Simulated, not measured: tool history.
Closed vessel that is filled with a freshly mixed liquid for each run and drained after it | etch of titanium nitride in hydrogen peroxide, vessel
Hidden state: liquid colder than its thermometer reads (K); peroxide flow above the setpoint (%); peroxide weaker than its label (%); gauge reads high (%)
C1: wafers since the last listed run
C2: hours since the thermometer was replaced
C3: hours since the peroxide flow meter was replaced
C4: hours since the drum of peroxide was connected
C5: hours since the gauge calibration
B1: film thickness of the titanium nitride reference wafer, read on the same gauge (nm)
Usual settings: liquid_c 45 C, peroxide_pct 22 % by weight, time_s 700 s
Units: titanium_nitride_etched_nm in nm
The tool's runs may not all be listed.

Run 1, hour 0: usual settings but peroxide_pct 27 % by weight; C1 0; C2 1438.9; C3 555.6; C4 114.1; C5 1936.6; B1 50. Result: titanium_nitride_etched_nm 20.15 nm.
Run 2, hour 74.8: usual settings but peroxide_pct 27 % by weight; C1 6182; C2 1513.7; C3 630.4; C4 188.9; C5 2011.4; B1 50.01. Result: titanium_nitride_etched_nm 20.04 nm.
At hour 138.3: thermometer replaced.
Run 3, hour 155.5: usual settings but time_s 910 s; C1 6587; C2 17.2; C3 711.1; C4 269.6; C5 2092.1; B1 49.99. Result: titanium_nitride_etched_nm 24.07 nm.
Run 4, hour 215.4: usual settings but time_s 910 s; C1 4950; C2 77.1; C3 771; C4 329.5; C5 2152; B1 49.99. Result: titanium_nitride_etched_nm 24.21 nm.
Run 5, hour 314.9: usual settings but time_s 910 s; C1 8223; C2 176.6; C3 870.5; C4 429; C5 2251.5; B1 49.99. Result: titanium_nitride_etched_nm 24.3 nm.
Run 6, hour 379.7: usual settings; C1 5355; C2 241.4; C3 935.3; C4 493.8; C5 2316.3; B1 50.02. Result: titanium_nitride_etched_nm 18.75 nm.
At hour 406.9: peroxide flow meter replaced.
Run 7, hour 479.3: usual settings; C1 8149; C2 341; C3 72.4; C4 593.4; C5 2415.9; B1 50.01. Result: titanium_nitride_etched_nm 18.58 nm.
At hour 523.7: new drum of peroxide connected.
Run 8, hour 561.7: usual settings but time_s 500 s; C1 6727; C2 423.4; C3 154.8; C4 38; C5 2498.3; B1 50.02. Result: titanium_nitride_etched_nm 13.28 nm.
Run 9, hour 599: usual settings but liquid_c 41.5 C, time_s 1080 s; C1 3082; C2 460.7; C3 192.1; C4 75.3; C5 2535.6; B1 49.99. Result: titanium_nitride_etched_nm 21.95 nm.
Run 10, hour 696.8: usual settings but liquid_c 35.5 C, peroxide_pct 19.5 % by weight, time_s 900 s; C1 8083; C2 558.5; C3 289.9; C4 173.1; C5 2633.4; B1 49.99. Result: titanium_nitride_etched_nm 11.16 nm.
At hour 787.2: thermometer replaced, repeated, since the last time left the tool worse.
Run 11, hour 793.3: usual settings but liquid_c 49.5 C, time_s 930 s; C1 7893; C2 6.1; C3 386.4; C4 269.6; C5 2729.9; B1 49.98. Result: titanium_nitride_etched_nm 37.74 nm.
Run 12, hour 848.9: usual settings; C1 4595; C2 61.7; C3 442; C4 325.2; C5 2785.5; B1 49.99. Result: titanium_nitride_etched_nm 20.14 nm.
Run 13, hour 943: usual settings but liquid_c 49.5 C, time_s 930 s; C1 7777; C2 155.8; C3 536.1; C4 419.3; C5 2879.6; B1 50.02. Result: titanium_nitride_etched_nm 37.85 nm.
Run 14, hour 1068.7: usual settings but peroxide_pct 17 % by weight; C1 10389; C2 281.5; C3 661.8; C4 545; C5 3005.3; B1 49.98. Result: titanium_nitride_etched_nm 18.74 nm.
Run 15, hour 1144.9: usual settings but liquid_c 41.5 C, peroxide_pct 19 % by weight, time_s 940 s; C1 6298; C2 357.7; C3 738; C4 621.2; C5 3081.5; B1 49.99. Result: titanium_nitride_etched_nm 19.89 nm.
At hour 1187.2: new drum of peroxide connected.
Run 16, hour 1203.7: usual settings but liquid_c 39.5 C, time_s 430 s; C1 4777; C2 416.5; C3 796.8; C4 16.5; C5 3140.3; B1 49.98. Result: titanium_nitride_etched_nm 8.03 nm.
At hour 1248: gauge calibrated.
Run 17, hour 1293.5: usual settings; C1 7422; C2 506.3; C3 886.6; C4 106.3; C5 45.5; B1 49.98. Result: titanium_nitride_etched_nm 19.94 nm.
At hour 1364.6: peroxide flow meter replaced.
Run 18, hour 1382: usual settings but liquid_c 41 C, peroxide_pct 17.5 % by weight, time_s 285 s; C1 7232; C2 594.8; C3 17.4; C4 194.8; C5 134; B1 50.03. Result: titanium_nitride_etched_nm 5.7 nm.
Run 19, hour 1487.5: usual settings; C1 8719; C2 700.3; C3 122.9; C4 300.3; C5 239.5; B1 49.99. Result: titanium_nitride_etched_nm 19.45 nm.
Run 20, hour 1547.9: usual settings; C1 4992; C2 760.7; C3 183.3; C4 360.7; C5 299.9; B1 49.98. Result: titanium_nitride_etched_nm 19.51 nm.
Run 21, hour 1607.6: usual settings but peroxide_pct 17 % by weight; C1 4934; C2 820.4; C3 243; C4 420.4; C5 359.6; B1 49.98. Result: titanium_nitride_etched_nm 18.66 nm.
Run 22, hour 1660.2: usual settings but time_s 1070 s; C1 4347; C2 873; C3 295.6; C4 473; C5 412.2; B1 49.99. Result: titanium_nitride_etched_nm 30 nm.
Run 23, hour 1756: usual settings but liquid_c 39 C, peroxide_pct 23.5 % by weight, time_s 490 s; C1 7918; C2 968.8; C3 391.4; C4 568.8; C5 508; B1 49.99. Result: titanium_nitride_etched_nm 8.91 nm.
Run 24, hour 1803.7: usual settings but liquid_c 39.5 C, peroxide_pct 24 % by weight, time_s 405 s; C1 3942; C2 1016.5; C3 439.1; C4 616.5; C5 555.7; B1 49.98. Result: titanium_nitride_etched_nm 7.69 nm.
Run 25, hour 1902.3: usual settings but peroxide_pct 24.5 % by weight, time_s 915 s; C1 8149; C2 1115.1; C3 537.7; C4 715.1; C5 654.3; B1 49.99. Result: titanium_nitride_etched_nm 26.38 nm.
At hour 2000.1: new drum of peroxide connected.
Run 26, hour 2004.9: usual settings but liquid_c 40 C, peroxide_pct 26.5 % by weight, time_s 820 s; C1 8397; C2 1217.7; C3 640.3; C4 4.8; C5 756.9; B1 50.01. Result: titanium_nitride_etched_nm 16.48 nm.
Run 27, hour 2061.3: usual settings but peroxide_pct 24 % by weight; C1 4661; C2 1274.1; C3 696.7; C4 61.2; C5 813.3; B1 49.98. Result: titanium_nitride_etched_nm 19.5 nm.
Run 28, hour 2108.1: usual settings; C1 3868; C2 1320.9; C3 743.5; C4 108; C5 860.1; B1 49.99. Result: titanium_nitride_etched_nm 19.53 nm.

Hidden state at the last listed run before each entry between runs and at the first one after, where it differs:
Between runs 2 and 3: thermometer replaced (hour 138.3)
  liquid colder than its thermometer reads (K): 0.58 -> 0.944
  measured less the result without the state, titanium_nitride_etched_nm: -0.89 -> -1.75 nm
Between runs 6 and 7: peroxide flow meter replaced (hour 406.9)
  liquid colder than its thermometer reads (K): 1.02 -> 1.06
  measured less the result without the state, titanium_nitride_etched_nm: -1.48 -> -1.53 nm
Between runs 7 and 8: new drum of peroxide connected (hour 523.7)
  liquid colder than its thermometer reads (K): 1.06 -> 1.08
  measured less the result without the state, titanium_nitride_etched_nm: -1.53 -> -1.11 nm
Between runs 10 and 11: thermometer replaced, repeated, since the last time left the tool worse (hour 787.2)
  liquid colder than its thermometer reads (K): 1.13 -> 0.00762
  measured less the result without the state, titanium_nitride_etched_nm: -1.05 -> -0.02 nm
Between runs 15 and 16: new drum of peroxide connected (hour 1187.2)
  liquid colder than its thermometer reads (K): 0.129 -> 0.149
  measured less the result without the state, titanium_nitride_etched_nm: -0.2 -> -0.09 nm
Between runs 16 and 17: gauge calibrated (hour 1248)
  liquid colder than its thermometer reads (K): 0.149 -> 0.18
  measured less the result without the state, titanium_nitride_etched_nm: -0.09 -> -0.27 nm
Between runs 17 and 18: peroxide flow meter replaced (hour 1364.6)
  liquid colder than its thermometer reads (K): 0.18 -> 0.211
  measured less the result without the state, titanium_nitride_etched_nm: -0.27 -> -0.09 nm
Between runs 25 and 26: new drum of peroxide connected (hour 2000.1)
  liquid colder than its thermometer reads (K): 0.391 -> 0.426
  measured less the result without the state, titanium_nitride_etched_nm: -0.78 -> -0.56 nm

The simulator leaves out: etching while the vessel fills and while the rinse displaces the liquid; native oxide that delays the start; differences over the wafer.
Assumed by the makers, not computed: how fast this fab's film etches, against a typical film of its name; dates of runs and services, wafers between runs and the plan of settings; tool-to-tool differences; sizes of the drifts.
